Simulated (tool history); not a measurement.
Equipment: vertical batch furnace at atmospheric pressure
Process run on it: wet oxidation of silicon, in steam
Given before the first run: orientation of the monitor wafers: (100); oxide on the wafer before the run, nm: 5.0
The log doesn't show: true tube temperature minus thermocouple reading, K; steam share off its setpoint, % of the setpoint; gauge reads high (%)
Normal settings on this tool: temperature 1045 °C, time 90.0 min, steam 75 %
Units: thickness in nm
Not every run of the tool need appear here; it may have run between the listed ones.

| run | day | temperature | time | steam | wafers since the last listed run | hours since the last temperature calibration | hours since the steam generator was serviced | hours since the gauge calibration | read-back reference wafer on the same gauge, thickness | thickness |
|---|---|---|---|---|---|---|---|---|---|---|
| 1 | 0.000 | 1045 | 90.0 | 75 | 0 | 4715.5 | 2538.6 | 620.1 | 628.29 | 639.14 |
| 2 | 0.538 | 1045 | 90.0 | 67 | 156 | 4728.4 | 2551.5 | 633.0 | 628.24 | 592.91 |
| 3 | 1.400 | 1045 | 90.0 | 67 | 250 | 4749.1 | 2572.2 | 653.7 | 628.89 | 590.86 |
| 4 | 2.212 | 1045 | 90.0 | 67 | 236 | 4768.6 | 2591.7 | 673.2 | 628.78 | 596.24 |
| 5 | 2.954 | 1045 | 90.0 | 75 | 215 | 4786.4 | 2609.5 | 691.0 | 628.68 | 635.55 |
| 6 | 3.825 | 1045 | 117.0 | 69 | 253 | 4807.3 | 2630.4 | 711.9 | 629.25 | 710.42 |
| 7 | 4.862 | 1045 | 90.0 | 75 | 301 | 4832.2 | 2655.3 | 736.8 | 629.67 | 635.31 |
| 8 | 5.925 | 1063 | 90.0 | 75 | 308 | 4857.7 | 2680.8 | 762.3 | 628.86 | 690.88 |
| 9 | 6.546 | 1063 | 90.0 | 75 | 180 | 4872.6 | 2695.7 | 777.2 | 628.63 | 692.89 |
| 10 | 7.871 | 1063 | 90.0 | 75 | 385 | 4904.4 | 2727.5 | 809.0 | 629.83 | 692.86 |
| 11 | 9.192 | 1052 | 90.0 | 66 | 384 | 4936.1 | 2759.2 | 840.7 | 628.83 | 607.55 |
| 12 | 9.721 | 1045 | 90.0 | 75 | 153 | 4948.8 | 2771.9 | 853.4 | 628.71 | 633.22 |
| 13 | 10.700 | 1045 | 90.0 | 75 | 284 | 4972.3 | 2795.4 | 876.9 | 629.28 | 632.20 |
|  | 11.812 | gauge calibrated |
| 14 | 13.700 | 1059 | 90.0 | 79 | 872 | 5044.3 | 2867.4 | 45.3 | 628.08 | 694.09 |
| 15 | 14.546 | 1059 | 90.0 | 79 | 245 | 5064.6 | 2887.7 | 65.6 | 628.76 | 690.40 |
|  | 16.617 | thermocouples replaced and temperature profile calibrated |
| 16 | 16.638 | 1045 | 106.0 | 75 | 317 | 0.5 | 2937.9 | 115.8 | 629.53 | 690.21 |
| 17 | 17.212 | 1045 | 101.5 | 75 | 167 | 14.3 | 2951.7 | 129.6 | 628.75 | 673.38 |
| 18 | 18.396 | 1045 | 101.5 | 75 | 344 | 42.7 | 2980.1 | 158.0 | 629.75 | 671.50 |
| 19 | 19.383 | 1045 | 112.5 | 75 | 287 | 66.4 | 3003.8 | 181.7 | 628.96 | 716.68 |
| 20 | 20.771 | 1045 | 90.0 | 80 | 403 | 99.7 | 3037.1 | 215.0 | 629.21 | 654.12 |
| 21 | 21.300 | 1045 | 90.0 | 67 | 153 | 112.4 | 3049.8 | 227.7 | 628.88 | 590.61 |
| 22 | 22.750 | 1045 | 90.0 | 67 | 421 | 147.2 | 3084.6 | 262.5 | 629.09 | 580.10 |
| 23 | 23.429 | 1045 | 74.0 | 69 | 197 | 163.5 | 3100.9 | 278.8 | 629.76 | 526.71 |
| 24 | 24.888 | 1053 | 90.0 | 85 | 424 | 198.5 | 3135.9 | 313.8 | 628.51 | 701.93 |
| 25 | 26.283 | 1026 | 90.0 | 75 | 405 | 232.0 | 3169.4 | 347.3 | 628.28 | 564.28 |
| 26 | 27.388 | 1045 | 133.5 | 75 | 321 | 258.5 | 3195.9 | 373.8 | 628.01 | 787.32 |
|  | 29.567 | steam generator serviced |
| 27 | 29.588 | 1059 | 90.0 | 75 | 348 | 311.3 | 0.5 | 426.6 | 629.46 | 704.48 |
| 28 | 30.342 | 1045 | 90.0 | 75 | 219 | 329.4 | 18.6 | 444.7 | 629.17 | 650.42 |
| 29 | 31.625 | 1029 | 58.5 | 66 | 373 | 360.2 | 49.4 | 475.5 | 629.06 | 419.97 |
| 30 | 33.100 | 1045 | 90.0 | 75 | 428 | 395.6 | 84.8 | 510.9 | 627.79 | 650.01 |
| 31 | 33.942 | 1030 | 90.0 | 68 | 244 | 415.8 | 105.0 | 531.1 | 629.58 | 566.72 |
| 32 | 38.058 | 1045 | 90.0 | 75 | 1196 | 514.6 | 203.8 | 629.9 | 629.09 | 656.19 |
| 33 | 38.704 | 1068 | 90.0 | 75 | 187 | 530.1 | 219.3 | 645.4 | 628.22 | 732.13 |
| 34 | 39.496 | 1045 | 110.5 | 79 | 230 | 549.1 | 238.3 | 664.4 | 629.17 | 761.57 |
| 35 | 40.696 | 1053 | 59.0 | 85 | 348 | 577.9 | 267.1 | 693.2 | 629.53 | 570.65 |
| 36 | 41.742 | 1045 | 90.0 | 67 | 304 | 603.0 | 292.2 | 718.3 | 629.20 | 616.55 |
| 37 | 42.521 | 1045 | 67.5 | 84 | 226 | 621.7 | 310.9 | 737.0 | 629.03 | 586.75 |
| 38 | 43.129 | 1045 | 90.0 | 75 | 176 | 636.3 | 325.5 | 751.6 | 628.69 | 657.02 |

Below are 4 alternative next runs, each starting from the tool's condition after run 38. Predict each:
| A | 43.388 | 1045 | 90.0 | 75 | 75 | 642.5 | 331.7 | 757.8 | ? | ? |
| B | 43.388 | 1020 | 90.0 | 75 | 75 | 642.5 | 331.7 | 757.8 | ? | ? |
| C | 43.388 | 1057 | 90.0 | 75 | 75 | 642.5 | 331.7 | 757.8 | ? | ? |
| D | 43.388 | 1060 | 56.0 | 79 | 75 | 642.5 | 331.7 | 757.8 | ? | ? |

| run | read-back reference wafer on the same gauge, thickness | thickness |
|---|---|---|
| A | 628.95 | 655.02 |
| B | 628.95 | 570.34 |
| C | 628.95 | 694.99 |
| D | 628.95 | 548.44 |
With no hidden state in the tool, these same runs would have given:
| run | thickness |
|---|---|
| A | 657.65 |
| B | 572.76 |
| C | 697.72 |
| D | 550.65 |
